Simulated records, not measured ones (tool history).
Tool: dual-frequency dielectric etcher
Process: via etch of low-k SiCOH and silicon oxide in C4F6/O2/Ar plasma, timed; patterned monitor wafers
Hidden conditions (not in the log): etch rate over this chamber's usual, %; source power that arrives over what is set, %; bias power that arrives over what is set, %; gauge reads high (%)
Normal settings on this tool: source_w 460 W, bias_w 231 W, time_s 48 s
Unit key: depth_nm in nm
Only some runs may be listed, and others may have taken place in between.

run    hour  source_w  bias_w  time_s  wafers since the last listed run  hours since the last wet clean  hours since the last source power generator calibration  hours since the last bias power generator calibration  hours since the last upper electrode change  hours since the gauge calibration  read-back reference wafer on the same gauge, depth_nm  depth_nm
  1       0       460     231      48                                 0                           546.8                                                   3970.2                                                 3998.6                                       2548.8                              463.9                                                    148       137
       29.4  -- wet clean of the chamber
  2    92.2       460     231      48                              1160                            62.8                                                   4062.4                                                 4090.8                                         2641                              556.1                                                    148       136
  3     156       460     231      48                              1085                           126.6                                                   4126.2                                                 4154.6                                       2704.8                              619.9                                                    148     136.3
  4   263.7       460     231      48                              1832                           234.3                                                   4233.9                                                 4262.3                                       2812.5                              727.6                                                    148     136.2
  5     313       500     231      48                               838                           283.6                                                   4283.2                                                 4311.6                                       2861.8                              776.9                                                  147.9     141.8
  6   350.5       500     231      48                               638                           321.1                                                   4320.7                                                 4349.1                                       2899.3                              814.4                                                  147.9     141.9
  7   433.6       460     231    37.5                              1414                           404.2                                                   4403.8                                                 4432.2                                       2982.4                              897.5                                                    148     106.6
      470.5  -- gauge calibrated
  8     506       460     231    37.5                              1231                           476.6                                                   4476.2                                                 4504.6                                       3054.8                               35.5                                                    148     106.6
  9   551.5       460     231    37.5                               774                           522.1                                                   4521.7                                                 4550.1                                       3100.3                                 81                                                    148     106.6
      562.7  -- source power generator calibrated
 10   652.2       530     231      48                              1645                           622.8                                                     89.5                                                 4650.8                                         3201                              181.7                                                    148     149.7
      750.8  -- wet clean of the chamber
 11   784.1       540     181    56.5                              1836                            33.3                                                    221.4                                                 4782.7                                       3332.9                              313.6                                                    148     165.5
 12   859.7       460     231    37.5                              1286                           108.9                                                      297                                                 4858.3                                       3408.5                              389.2                                                    148     108.6
      866.6  -- bias power generator calibrated
 13  1084.9       570     231      48                              3764                           334.1                                                    522.2                                                  218.3                                       3633.7                              614.4                                                    148     153.6
 14  1151.6       350     188      48                              1134                           400.8                                                    588.9                                                    285                                       3700.4                              681.1                                                  148.1     116.3
 15    1191       410     212      55                               670                           440.2                                                    628.3                                                  324.4                                       3739.8                              720.5                                                    148     148.4
     1229.2  -- gauge calibrated
     1236.1  -- upper electrode replaced
 16  1266.8       460     231      48                               881                             516                                                    704.1                                                  400.2                                         30.7                               37.6                                                  147.9     140.1
     1344.4  -- wet clean of the chamber
 17    1353       460     206      56                              1058                             8.6                                                    790.3                                                  486.4                                        116.9                              123.8                                                    148     157.4
 18  1428.3       350     261    37.5                              1281                            83.9                                                    865.6                                                  561.7                                        192.2                              199.1                                                    148      98.4
 19  1513.6       510     176      35                              1451                           169.2                                                    950.9                                                    647                                        277.5                              284.4                                                    148      98.9
 20  1584.1       370     275    36.5                              1199                           239.7                                                   1021.4                                                  717.5                                          348                              354.9                                                    148     100.1

How would selected steps in depth_nm from run to run divide? Give the signed amount a tool lacking its hidden state would still show from settings, what came in and random variation, and the signed amount left for the hidden state, including any gauge scatter that is not in both of the compared results.
Run 9 -> 10: source_w 460 -> 530, time_s 37.5 -> 48, source power generator calibrated. depth_nm +43.1 nm: hidden state +3.3, all else +39.8.
Run 10 -> 11: source_w 530 -> 540, bias_w 231 -> 181, time_s 48 -> 56.5, wet clean of the chamber. depth_nm +15.8 nm: hidden state -1.7, all else +17.5.
Run 11 -> 12: source_w 540 -> 460, bias_w 181 -> 231, time_s 56.5 -> 37.5. depth_nm -56.9 nm: hidden state +0.2, all else -57.1.
Run 17 -> 18: source_w 460 -> 350, bias_w 206 -> 261, time_s 56 -> 37.5. depth_nm -59 nm: hidden state +0.3, all else -59.3.
